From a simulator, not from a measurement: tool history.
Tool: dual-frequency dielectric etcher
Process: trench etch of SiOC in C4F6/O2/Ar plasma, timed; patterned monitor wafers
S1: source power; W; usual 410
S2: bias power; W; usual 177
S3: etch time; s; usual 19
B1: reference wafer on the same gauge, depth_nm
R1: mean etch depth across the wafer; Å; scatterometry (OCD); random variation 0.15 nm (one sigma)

run 1 hour=0 | S1=410 S2=177 S3=15.5 | B1=42.38 | R1=304.9
run 2 hour=16 | S1=410 S2=177 S3=15.5 | B1=42.4 | R1=306.3
run 3 hour=28 | S1=410 S2=177 S3=19 | B1=42.4 | R1=376.1
run 4 hour=40.2 | S1=410 S2=177 S3=19 | B1=42.38 | R1=376.1
run 5 hour=46.6 | S1=410 S2=177 S3=19 | B1=42.37 | R1=376.5
run 6 hour=61.2 | S1=410 S2=177 S3=19 | B1=42.37 | R1=378.5
run 7 hour=76.3 | S1=410 S2=177 S3=19 | B1=42.38 | R1=376
-- hour=89.5 bias power generator calibrated
run 8 hour=90 | S1=410 S2=177 S3=22 | B1=42.42 | R1=437.2
run 9 hour=100.2 | S1=410 S2=177 S3=22 | B1=42.36 | R1=438.4
run 10 hour=115.8 | S1=410 S2=177 S3=19 | B1=42.44 | R1=378.8
run 11 hour=130.5 | S1=440 S2=177 S3=23 | B1=42.39 | R1=465.2
run 12 hour=146.3 | S1=410 S2=177 S3=15.5 | B1=42.37 | R1=308.7
run 13 hour=159 | S1=410 S2=177 S3=19 | B1=42.38 | R1=379.2
run 14 hour=174.4 | S1=410 S2=209 S3=23.5 | B1=42.41 | R1=495
run 15 hour=186.9 | S1=310 S2=135 S3=22.5 | B1=42.36 | R1=382.5
-- hour=215.6 source power generator calibrated
-- hour=216.4 upper electrode replaced
-- hour=217.8 wet clean of the chamber
run 16 hour=218.3 | S1=380 S2=177 S3=19 | B1=42.4 | R1=364
run 17 hour=218.6 | S1=410 S2=177 S3=17.5 | B1=42.42 | R1=340.5
run 18 hour=219 | S1=490 S2=164 S3=15 | B1=42.36 | R1=301.9
-- hour=228.3 gauge calibrated
run 19 hour=234.2 | S1=380 S2=219 S3=21 | B1=42.36 | R1=429.6

Forecast run 20:
run 20 hour=251.3 | S1=410 S2=177 S3=19 | B1=? | R1=?

Run 20 gave B1 42.37, R1 370.4 Å.
Without the tool's hidden state the same run would have given R1 370.9 Å.
